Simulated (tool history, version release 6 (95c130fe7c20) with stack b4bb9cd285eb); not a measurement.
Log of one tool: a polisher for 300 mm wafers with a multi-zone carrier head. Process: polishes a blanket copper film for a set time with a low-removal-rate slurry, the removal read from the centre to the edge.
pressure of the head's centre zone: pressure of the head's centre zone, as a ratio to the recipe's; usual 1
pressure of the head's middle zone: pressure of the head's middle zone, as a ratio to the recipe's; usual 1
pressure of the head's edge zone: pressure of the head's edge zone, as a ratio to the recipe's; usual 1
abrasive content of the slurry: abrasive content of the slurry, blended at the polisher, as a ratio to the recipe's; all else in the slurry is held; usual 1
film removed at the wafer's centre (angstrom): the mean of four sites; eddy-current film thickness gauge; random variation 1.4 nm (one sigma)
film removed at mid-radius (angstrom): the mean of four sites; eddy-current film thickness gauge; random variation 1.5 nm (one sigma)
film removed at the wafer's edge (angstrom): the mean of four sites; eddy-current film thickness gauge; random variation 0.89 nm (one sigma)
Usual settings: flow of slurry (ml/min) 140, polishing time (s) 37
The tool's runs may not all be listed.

run	hour	flow of slurry (ml/min)	pressure of the head's centre zone	pressure of the head's middle zone	pressure of the head's edge zone	abrasive content of the slurry	polishing time (s)	incoming thickness of the incoming film, nm	film removed at the wafer's centre (angstrom)	film removed at mid-radius (angstrom)	film removed at the wafer's edge (angstrom)
1	0	140	1	1	1	1	37	724.6	1027	1029	1052
2	14.2	140	1	1	1	1	37	736.7	970	982	1040
3	29.4	140	1	1	1	1	37	738.1	951	942	1003
4	35.9	140	1	1	1	1	37	720.7	934	930	993
5	47.9	140	1	1	1	1	37	737.7	944	918	993
# hour 51.4: centre zone pressure recalibrated
# hour 58.5: carrier head's membrane replaced by a new one
# hour 61.2: worn pad replaced by a new one
6	62.6	140	1	1	1	1	37	728.3	1009	1006	1079
# hour 67.2: slurry nozzle cleaned
7	73.3	140	1	1	1	1	37	737.5	1059	1053	1106
8	89.8	140	1	1	1	1	37	734.5	1026	1039	1063
9	96.2	140	1	1	1	1	37	730.9	1011	1023	1050
10	102.3	185	1	1	1	1	41	731.1	1184	1195	1212
# hour 106.6: edge zone pressure recalibrated
11	114.7	140	1	1	1	1	37	727.6	991	992	1036
12	121.4	140	1	1	0.97	1	37	735.7	989	977	1003
13	131.4	140	1	1	1.06	1	37	722.1	957	990	1045
# hour 143.2: worn pad replaced by a new one
14	143.7	180	1.1	1	1	0.9	29	722.5	938	871	904
15	154.3	105	1	1.07	1	1	37	738.4	922	985	1001
16	163.7	120	1.08	1	0.92	1	37	739.3	992	974	964

3 ways to go on from here, each from the tool as it stands after run 16. What would each give?
A	164.1	140	1	1	1	0.85	37	738.6	?	?	?
B	164.1	140	0.92	1.08	1.05	1	44	738.6	?	?	?
C	164.1	140	0.9	1	1	1	31	738.6	?	?	?

run	film removed at the wafer's centre (angstrom)	film removed at mid-radius (angstrom)	film removed at the wafer's edge (angstrom)
A	942	955	1020
B	1080	1255	1284
C	747	828	884
Without the tool's hidden state the same runs would have given:
run	film removed at the wafer's centre (angstrom)	film removed at mid-radius (angstrom)	film removed at the wafer's edge (angstrom)
A	1113	1117	1163
B	1277	1467	1463
C	883	968	1008

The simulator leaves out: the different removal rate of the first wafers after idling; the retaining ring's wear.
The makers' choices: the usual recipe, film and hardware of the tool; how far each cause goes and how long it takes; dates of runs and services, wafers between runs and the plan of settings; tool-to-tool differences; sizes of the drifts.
